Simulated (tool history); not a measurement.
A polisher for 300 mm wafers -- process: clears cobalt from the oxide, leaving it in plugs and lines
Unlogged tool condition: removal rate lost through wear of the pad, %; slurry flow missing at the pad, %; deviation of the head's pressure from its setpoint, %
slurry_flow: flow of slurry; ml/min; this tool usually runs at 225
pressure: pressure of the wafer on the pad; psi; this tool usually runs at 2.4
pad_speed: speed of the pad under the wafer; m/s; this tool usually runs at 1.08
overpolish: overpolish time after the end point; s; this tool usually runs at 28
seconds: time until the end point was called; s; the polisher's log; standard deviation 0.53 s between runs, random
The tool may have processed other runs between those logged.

run    hour  slurry_flow  pressure  pad_speed  overpolish  wafers since the last listed run  wafers polished on this pad  hours since the slurry nozzle was cleaned  hours since the head pressure was calibrated  incoming thickness of the incoming film, nm  seconds
  1     0.0          225       2.4       1.08          28                                 0                         5415                                      612.9                                         468.3                                        211.1     32.6
       45.1  -- worn pad replaced by a new one
       52.3  -- slurry nozzle cleaned
  2    66.4          225       2.4       1.08          28                               816                          270                                       14.1                                         534.7                                        205.5     26.7
       89.4  -- head pressure recalibrated
  3   107.8          185       2.4       1.08          36                               523                          793                                       55.5                                          18.4                                        207.7     28.1
  4   142.8          185       2.4       1.08          36                               465                         1259                                       90.5                                          53.4                                        206.2     27.2
  5   173.0          185       2.4       1.08          36                               401                         1660                                      120.7                                          83.6                                        206.1     29.1
  6   225.3          225       2.4       1.08          28                               695                         2355                                      173.0                                         135.9                                        208.9     28.3
  7   263.1          225       2.4       1.08          28                               502                         2858                                      210.8                                         173.7                                        207.5     28.0
  8   304.2          250       2.4       1.08          28                               546                         3404                                      251.9                                         214.8                                        207.4     29.7
  9   349.7          225       2.4       1.08          37                               604                         4009                                      297.4                                         260.3                                        211.0     30.6
 10   395.5          225       2.4       1.08          37                               608                         4618                                      343.2                                         306.1                                        208.3     30.5
 11   425.1          225       2.4       1.08          37                               393                         5011                                      372.8                                         335.7                                        212.0     31.4
 12   470.6          245       2.4       1.08          15                               604                         5616                                      418.3                                         381.2                                        209.1     33.3
      486.6  -- worn pad replaced by a new one
 13   503.6          225       2.4       0.80          33                               385                          225                                      451.3                                         414.2                                        212.7     38.0
 14   545.8          225       2.4       1.08          28                               560                          786                                      493.5                                         456.4                                        210.7     27.8
 15   577.5          225       2.4       1.20          28                               421                         1207                                      525.2                                         488.1                                        209.6     25.2
 16   649.3          225       2.9       1.34          16                               954                         2162                                      597.0                                         559.9                                        208.1     19.1
 17   695.4          165       2.4       1.08          35                               612                         2775                                      643.1                                         606.0                                        210.8     30.6
      714.1  -- head pressure recalibrated
 18   747.0          225       2.4       1.08          28                               659                         3434                                      694.7                                          32.9                                        209.6     29.1
 19   772.8          225       1.9       0.80          16                               342                         3777                                      720.5                                          58.7                                        211.6     50.7
 20   806.7          225       2.4       1.08          28                               450                         4228                                      754.4                                          92.6                                        211.0     30.4
      841.2  -- worn pad replaced by a new one, of another model than before
      845.8  -- slurry nozzle cleaned
 21   877.1          275       2.4       1.08          28                               869                          464                                       31.3                                         163.0                                        207.3     27.5
 22   901.3          200       2.6       1.44          23                               321                          786                                       55.5                                         187.2                                        206.6     21.1
 23   969.9          225       2.4       1.08          38                               911                         1698                                      124.1                                         255.8                                        211.4     28.7
 24  1030.4          225       2.4       1.08          28                               804                         2502                                      184.6                                         316.3                                        213.8     29.3
 25  1145.2          225       2.4       1.08          28                              1526                         4028                                      299.4                                         431.1                                        210.8     30.7
 26  1200.5          225       1.9       1.08          28                               735                         4763                                      354.7                                         486.4                                        208.7     37.5
 27  1240.2          200       2.6       1.44          23                               527                         5291                                      394.4                                         526.1                                        214.3     24.0
     1281.1  -- worn pad replaced by a new one
     1284.1  -- head pressure recalibrated
 28  1286.7          225       2.4       1.28          28                               538                           48                                      440.9                                           2.6                                        212.2     24.1
 29  1376.2          295       2.4       1.08          28                              1189                         1237                                      530.4                                          92.1                                        213.6     27.5
 30  1405.3          225       2.4       1.08          28                               386                         1624                                      559.5                                         121.2                                        208.8     27.8
 31  1470.8          255       2.6       1.08          37                               870                         2495                                      625.0                                         186.7                                        207.2     26.8
     1499.7  -- slurry nozzle cleaned
 32  1508.5          225       2.4       1.22          19                               487                         2983                                        8.8                                         224.4                                        208.2     26.3
 33  1533.0          225       2.6       1.38          28                               325                         3309                                       33.3                                         248.9                                        206.6     22.2

5 options for the next run, each taken on its own from the tool as it stands now. Forecast them:
  A  1533.4          225       2.4       1.08          28                                 5                         3314                                       33.7                                         249.3                                        209.8        ?
  B  1533.4          225       2.4       0.92          28                                 5                         3314                                       33.7                                         249.3                                        209.8        ?
  C  1533.4          165       2.4       0.80          28                                 5                         3314                                       33.7                                         249.3                                        209.8        ?
  D  1533.4          225       2.4       0.90          28                                 5                         3314                                       33.7                                         249.3                                        209.8        ?
  E  1533.4          155       2.4       1.08          15                                 5                         3314                                       33.7                                         249.3                                        209.8        ?

run  seconds
  A     29.0
  B     32.7
  C     37.2
  D     33.2
  E     30.1
Take away the tool's hidden state, keep each run's random variation, and the runs would have read:
run  seconds
  A     27.3
  B     30.8
  C     35.1
  D     31.3
  E     28.4

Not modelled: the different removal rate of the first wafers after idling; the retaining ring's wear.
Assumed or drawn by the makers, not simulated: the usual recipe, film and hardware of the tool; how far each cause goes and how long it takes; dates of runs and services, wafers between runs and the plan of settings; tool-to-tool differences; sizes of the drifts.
